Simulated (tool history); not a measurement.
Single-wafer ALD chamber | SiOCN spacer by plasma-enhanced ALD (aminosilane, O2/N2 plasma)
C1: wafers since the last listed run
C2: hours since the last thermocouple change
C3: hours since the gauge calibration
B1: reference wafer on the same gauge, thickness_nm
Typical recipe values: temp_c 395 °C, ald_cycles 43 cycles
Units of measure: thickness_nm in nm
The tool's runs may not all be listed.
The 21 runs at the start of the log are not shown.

{"run": 22, "hour": 1141.8, "temp_c": 395, "ald_cycles": 46, "C1": 330, "C2": 558.2, "C3": 419.7, "B1": 3.14, "thickness_nm": 2.853}
{"run": 23, "hour": 1174.1, "temp_c": 400, "ald_cycles": 41, "C1": 173, "C2": 590.5, "C3": 452, "B1": 3.14, "thickness_nm": 2.537}
{"run": 24, "hour": 1218.0, "temp_c": 384, "ald_cycles": 39, "C1": 235, "C2": 634.4, "C3": 495.9, "B1": 3.14, "thickness_nm": 2.42}
{"run": 25, "hour": 1289.6, "temp_c": 395, "ald_cycles": 43, "C1": 383, "C2": 706, "C3": 567.5, "B1": 3.141, "thickness_nm": 2.656}
{"run": 26, "hour": 1349.1, "temp_c": 395, "ald_cycles": 35, "C1": 318, "C2": 765.5, "C3": 627, "B1": 3.14, "thickness_nm": 2.164}
{"run": 27, "hour": 1376.9, "temp_c": 390, "ald_cycles": 36, "C1": 149, "C2": 793.3, "C3": 654.8, "B1": 3.14, "thickness_nm": 2.23}
{"run": 28, "hour": 1445.0, "temp_c": 401, "ald_cycles": 48, "C1": 365, "C2": 861.4, "C3": 722.9, "B1": 3.141, "thickness_nm": 2.961}
{"run": 29, "hour": 1488.2, "temp_c": 395, "ald_cycles": 43, "C1": 231, "C2": 904.6, "C3": 766.1, "B1": 3.141, "thickness_nm": 2.651}
{"run": 30, "hour": 1523.2, "temp_c": 384, "ald_cycles": 51, "C1": 187, "C2": 939.6, "C3": 801.1, "B1": 3.14, "thickness_nm": 3.152}
{"run": 31, "hour": 1586.5, "temp_c": 404, "ald_cycles": 39, "C1": 339, "C2": 1002.9, "C3": 864.4, "B1": 3.139, "thickness_nm": 2.402}
{"run": 32, "hour": 1626.2, "temp_c": 384, "ald_cycles": 51, "C1": 212, "C2": 1042.6, "C3": 904.1, "B1": 3.14, "thickness_nm": 3.154}
{"run": 33, "hour": 1689.8, "temp_c": 395, "ald_cycles": 51, "C1": 340, "C2": 1106.2, "C3": 967.7, "B1": 3.14, "thickness_nm": 3.154}
{"run": 34, "hour": 1755.9, "temp_c": 395, "ald_cycles": 43, "C1": 354, "C2": 1172.3, "C3": 1033.8, "B1": 3.139, "thickness_nm": 2.666}
{"run": 35, "hour": 1795.7, "temp_c": 395, "ald_cycles": 43, "C1": 213, "C2": 1212.1, "C3": 1073.6, "B1": 3.139, "thickness_nm": 2.659}
{"run": 36, "hour": 1843.2, "temp_c": 383, "ald_cycles": 36, "C1": 254, "C2": 1259.6, "C3": 1121.1, "B1": 3.14, "thickness_nm": 2.238}
{"run": 37, "hour": 1891.8, "temp_c": 399, "ald_cycles": 43, "C1": 260, "C2": 1308.2, "C3": 1169.7, "B1": 3.139, "thickness_nm": 2.668}

Alternative continuations, all from the tool just after run 37; predict every row:
{"run": "A", "hour": 1892.3, "temp_c": 395, "ald_cycles": 39, "C1": 2, "C2": 1308.7, "C3": 1170.2, "B1": "?", "thickness_nm": "?"}
{"run": "B", "hour": 1892.3, "temp_c": 404, "ald_cycles": 50, "C1": 2, "C2": 1308.7, "C3": 1170.2, "B1": "?", "thickness_nm": "?"}
{"run": "C", "hour": 1892.3, "temp_c": 402, "ald_cycles": 38, "C1": 2, "C2": 1308.7, "C3": 1170.2, "B1": "?", "thickness_nm": "?"}
{"run": "D", "hour": 1892.3, "temp_c": 387, "ald_cycles": 35, "C1": 2, "C2": 1308.7, "C3": 1170.2, "B1": "?", "thickness_nm": "?"}
{"run": "E", "hour": 1892.3, "temp_c": 390, "ald_cycles": 43, "C1": 2, "C2": 1308.7, "C3": 1170.2, "B1": "?", "thickness_nm": "?"}

run=A B1=3.142 thickness_nm=2.425
run=B B1=3.142 thickness_nm=3.077
run=C B1=3.142 thickness_nm=2.352
run=D B1=3.142 thickness_nm=2.176
run=E B1=3.142 thickness_nm=2.674
Had the tool no hidden state, the same runs would have come out as:
run=A thickness_nm=2.425
run=B thickness_nm=3.077
run=C thickness_nm=2.352
run=D thickness_nm=2.176
run=E thickness_nm=2.674
